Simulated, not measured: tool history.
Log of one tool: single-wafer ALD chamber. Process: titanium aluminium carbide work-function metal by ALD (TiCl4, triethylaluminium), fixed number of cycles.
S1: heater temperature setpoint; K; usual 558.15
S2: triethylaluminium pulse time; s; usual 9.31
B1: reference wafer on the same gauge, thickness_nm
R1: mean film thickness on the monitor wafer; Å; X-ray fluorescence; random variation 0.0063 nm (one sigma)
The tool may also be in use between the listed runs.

run	hour	S1	S2	B1	R1
1	0	558.15	12.1	2.07	19.05
2	26.9	558.15	9.31	2.07	18.4
3	41.7	552.15	9.31	2.071	17.82
4	57.2	552.15	9.31	2.07	17.97
5	122.2	552.15	9.31	2.069	17.78
6	143.4	552.15	6.43	2.067	16.74
7	161.6	558.15	9.31	2.071	18.48
8	174.7	554.15	9.31	2.07	18.08
9	194	548.15	7.64	2.071	16.99
10	210.7	558.15	9.31	2.071	18.54
11	243.8	570.15	7.48	2.07	18.97
12	260.3	552.15	8.29	2.07	17.5
13	279.8	558.15	6.44	2.071	17.34
14	312.1	555.15	9.31	2.071	18.16
15	337.1	558.15	9.31	2.07	18.54
16	361.2	551.15	6.7	2.071	16.71
17	379.6	558.15	9.31	2.07	18.5
18	407	571.15	9.31	2.07	19.72
19	425	558.15	9.31	2.069	18.45
20	452.2	547.15	9.31	2.069	17.5
21	464.4	558.15	5.62	2.071	16.58
22	477.6	558.15	10.53	2.07	18.73
23	505.9	558.15	9.31	2.07	18.54
24	519.8	572.15	12.48	2.07	20.32
25	555	572.15	12.32	2.07	20.37
26	585.8	554.15	8.31	2.072	17.82
27	616.9	558.15	9.31	2.069	18.54
28	631.8	558.15	9.31	2.071	18.46
29	648.7	558.15	6.64	2.069	17.32
30	681.1	558.15	11.64	2.07	18.87
31	694.3	562.15	12.46	2.071	19.53
32	722	558.15	9.31	2.072	18.42

Taken out of this log: 2 entries between the listed runs. Where each belongs, and how the hidden state differs across it:
Between runs 8 and 9: showerhead replaced (hour 189.1)
  no hidden state differs between the two runs
Between runs 11 and 12: gauge calibrated (hour 247.5)
  no hidden state differs between the two runs
